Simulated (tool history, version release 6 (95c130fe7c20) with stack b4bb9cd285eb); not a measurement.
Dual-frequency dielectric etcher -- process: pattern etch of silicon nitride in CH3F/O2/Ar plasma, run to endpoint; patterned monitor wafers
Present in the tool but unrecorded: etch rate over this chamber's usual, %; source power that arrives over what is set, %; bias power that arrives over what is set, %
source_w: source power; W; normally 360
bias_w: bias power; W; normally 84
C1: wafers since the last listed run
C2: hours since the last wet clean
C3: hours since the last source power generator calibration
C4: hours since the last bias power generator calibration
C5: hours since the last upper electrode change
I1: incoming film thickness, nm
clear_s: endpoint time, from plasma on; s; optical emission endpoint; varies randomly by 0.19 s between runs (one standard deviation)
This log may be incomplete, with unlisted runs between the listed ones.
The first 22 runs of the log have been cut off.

run 23 hour=1752.7 | source_w=360 bias_w=96 | C1=1512 C2=378.3 C3=1017.3 C4=489.4 C5=339.0 | I1=22.38 | clear_s=30.3
-- hour=1789.0 wet clean of the chamber
run 24 hour=1823.8 | source_w=360 bias_w=84 | C1=591 C2=34.8 C3=1088.4 C4=560.5 C5=410.1 | I1=22.40 | clear_s=33.4
run 25 hour=1853.0 | source_w=420 bias_w=73 | C1=366 C2=64.0 C3=1117.6 C4=589.7 C5=439.3 | I1=22.52 | clear_s=33.3
run 26 hour=1908.1 | source_w=320 bias_w=65 | C1=691 C2=119.1 C3=1172.7 C4=644.8 C5=494.4 | I1=22.18 | clear_s=36.9
run 27 hour=1940.7 | source_w=400 bias_w=90 | C1=409 C2=151.7 C3=1205.3 C4=677.4 C5=527.0 | I1=22.35 | clear_s=30.7
run 28 hour=1980.7 | source_w=360 bias_w=84 | C1=502 C2=191.7 C3=1245.3 C4=717.4 C5=567.0 | I1=22.22 | clear_s=32.6
run 29 hour=2014.6 | source_w=270 bias_w=89 | C1=425 C2=225.6 C3=1279.2 C4=751.3 C5=600.9 | I1=22.51 | clear_s=35.0
run 30 hour=2054.4 | source_w=310 bias_w=95 | C1=499 C2=265.4 C3=1319.0 C4=791.1 C5=640.7 | I1=22.54 | clear_s=33.0

Consider 3 possible next runs. They are alternatives, not a sequence: every one starts from the tool as it was left by run 30. What does each give?
run A hour=2054.8 | source_w=360 bias_w=84 | C1=5 C2=265.8 C3=1319.4 C4=791.5 C5=641.1 | I1=22.34 | clear_s=?
run B hour=2054.8 | source_w=410 bias_w=94 | C1=5 C2=265.8 C3=1319.4 C4=791.5 C5=641.1 | I1=22.34 | clear_s=?
run C hour=2054.8 | source_w=360 bias_w=99 | C1=5 C2=265.8 C3=1319.4 C4=791.5 C5=641.1 | I1=22.34 | clear_s=?

run=A clear_s=32.4
run=B clear_s=30.0
run=C clear_s=30.7
Without the tool's unlogged condition, the same runs would have read:
run=A clear_s=33.5
run=B clear_s=31.0
run=C clear_s=31.8

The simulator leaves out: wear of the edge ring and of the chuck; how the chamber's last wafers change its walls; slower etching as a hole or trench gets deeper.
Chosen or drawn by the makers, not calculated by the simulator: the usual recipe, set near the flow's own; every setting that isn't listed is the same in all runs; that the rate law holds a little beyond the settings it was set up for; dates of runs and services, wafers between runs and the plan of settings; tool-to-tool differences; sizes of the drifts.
